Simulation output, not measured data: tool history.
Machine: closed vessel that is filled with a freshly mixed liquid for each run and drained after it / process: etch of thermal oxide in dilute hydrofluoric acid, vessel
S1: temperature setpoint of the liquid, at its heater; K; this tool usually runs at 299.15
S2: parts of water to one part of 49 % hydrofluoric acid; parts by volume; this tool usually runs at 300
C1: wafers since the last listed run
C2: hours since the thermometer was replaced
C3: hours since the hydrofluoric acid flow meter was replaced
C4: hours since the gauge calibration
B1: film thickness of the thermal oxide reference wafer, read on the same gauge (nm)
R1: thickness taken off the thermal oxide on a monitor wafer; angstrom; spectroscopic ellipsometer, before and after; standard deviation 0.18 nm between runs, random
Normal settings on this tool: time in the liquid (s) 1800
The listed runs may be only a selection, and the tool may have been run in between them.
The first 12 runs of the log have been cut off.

run 13 hour=949.6 | S1=299.15 S2=415 time_in_the_liquid_(s)=1800 | C1=1847 C2=648.5 C3=147.2 C4=136.9 | B1=69.97 | R1=162.9
run 14 hour=988.9 | S1=300.65 S2=300 time_in_the_liquid_(s)=2720 | C1=1077 C2=687.8 C3=186.5 C4=176.2 | B1=69.96 | R1=400.2
run 15 hour=1032.2 | S1=299.15 S2=300 time_in_the_liquid_(s)=1800 | C1=1186 C2=731.1 C3=229.8 C4=219.5 | B1=70 | R1=253.7
run 16 hour=1100.8 | S1=299.15 S2=435 time_in_the_liquid_(s)=1800 | C1=1880 C2=799.7 C3=298.4 C4=288.1 | B1=69.99 | R1=154.4
run 17 hour=1153.6 | S1=299.15 S2=185 time_in_the_liquid_(s)=1800 | C1=1447 C2=852.5 C3=351.2 C4=340.9 | B1=70.03 | R1=468.2
run 18 hour=1281.6 | S1=299.15 S2=300 time_in_the_liquid_(s)=1800 | C1=3507 C2=980.5 C3=479.2 C4=468.9 | B1=69.99 | R1=257.5
run 19 hour=1321.6 | S1=299.15 S2=215 time_in_the_liquid_(s)=1800 | C1=1096 C2=1020.5 C3=519.2 C4=508.9 | B1=69.99 | R1=390.9
run 20 hour=1372 | S1=299.15 S2=300 time_in_the_liquid_(s)=1800 | C1=1381 C2=1070.9 C3=569.6 C4=559.3 | B1=70.02 | R1=257.5
run 21 hour=1474.7 | S1=302.15 S2=300 time_in_the_liquid_(s)=2585 | C1=2814 C2=1173.6 C3=672.3 C4=662 | B1=70 | R1=411.6
-- hour=1547 hydrofluoric acid flow meter replaced
run 22 hour=1571.6 | S1=299.15 S2=300 time_in_the_liquid_(s)=1800 | C1=2628 C2=1270.5 C3=24.6 C4=758.9 | B1=70.02 | R1=247.1
run 23 hour=1673.4 | S1=299.15 S2=425 time_in_the_liquid_(s)=2665 | C1=2789 C2=1372.3 C3=126.4 C4=860.7 | B1=70.01 | R1=230.6
run 24 hour=1754.6 | S1=299.15 S2=155 time_in_the_liquid_(s)=1800 | C1=2225 C2=1453.5 C3=207.6 C4=941.9 | B1=69.99 | R1=569.3
run 25 hour=1807.8 | S1=301.65 S2=300 time_in_the_liquid_(s)=2145 | C1=1457 C2=1506.7 C3=260.8 C4=995.1 | B1=70.02 | R1=325.4
run 26 hour=1849.9 | S1=299.15 S2=300 time_in_the_liquid_(s)=1800 | C1=1153 C2=1548.8 C3=302.9 C4=1037.2 | B1=70.02 | R1=250.1
run 27 hour=1919.6 | S1=299.15 S2=360 time_in_the_liquid_(s)=2255 | C1=1910 C2=1618.5 C3=372.6 C4=1106.9 | B1=70.01 | R1=252.8
run 28 hour=1995.4 | S1=301.65 S2=180 time_in_the_liquid_(s)=2830 | C1=2077 C2=1694.3 C3=448.4 C4=1182.7 | B1=69.97 | R1=829.1
run 29 hour=2069.7 | S1=299.15 S2=300 time_in_the_liquid_(s)=1800 | C1=2036 C2=1768.6 C3=522.7 C4=1257 | B1=69.98 | R1=257.8
run 30 hour=2111.5 | S1=301.65 S2=300 time_in_the_liquid_(s)=1800 | C1=1145 C2=1810.4 C3=564.5 C4=1298.8 | B1=70.01 | R1=280.4
run 31 hour=2176.9 | S1=296.65 S2=300 time_in_the_liquid_(s)=2275 | C1=1792 C2=1875.8 C3=629.9 C4=1364.2 | B1=69.97 | R1=297.4
-- hour=2218.8 hydrofluoric acid flow meter replaced
run 32 hour=2265 | S1=301.65 S2=405 time_in_the_liquid_(s)=1425 | C1=2387 C2=1963.9 C3=46.2 C4=1452.3 | B1=70.03 | R1=141.6
run 33 hour=2365.9 | S1=300.65 S2=250 time_in_the_liquid_(s)=1800 | C1=2765 C2=2064.8 C3=147.1 C4=1553.2 | B1=69.99 | R1=330.1

Alternative continuations, all from the tool just after run 33; predict every row:
run A hour=2367.1 | S1=299.15 S2=195 time_in_the_liquid_(s)=1800 | C1=32 C2=2066 C3=148.3 C4=1554.4 | B1=? | R1=?
run B hour=2367.1 | S1=303.15 S2=190 time_in_the_liquid_(s)=1110 | C1=32 C2=2066 C3=148.3 C4=1554.4 | B1=? | R1=?
run C hour=2367.1 | S1=299.15 S2=350 time_in_the_liquid_(s)=1285 | C1=32 C2=2066 C3=148.3 C4=1554.4 | B1=? | R1=?
run D hour=2367.1 | S1=299.15 S2=205 time_in_the_liquid_(s)=1800 | C1=32 C2=2066 C3=148.3 C4=1554.4 | B1=? | R1=?

run=A B1=70 R1=430.8
run=B B1=70 R1=316.3
run=C B1=70 R1=146
run=D B1=70 R1=405.3
Without the tool's hidden state the same runs would have given:
run=A R1=423.9
run=B R1=311.2
run=C R1=143.4
run=D R1=398.8

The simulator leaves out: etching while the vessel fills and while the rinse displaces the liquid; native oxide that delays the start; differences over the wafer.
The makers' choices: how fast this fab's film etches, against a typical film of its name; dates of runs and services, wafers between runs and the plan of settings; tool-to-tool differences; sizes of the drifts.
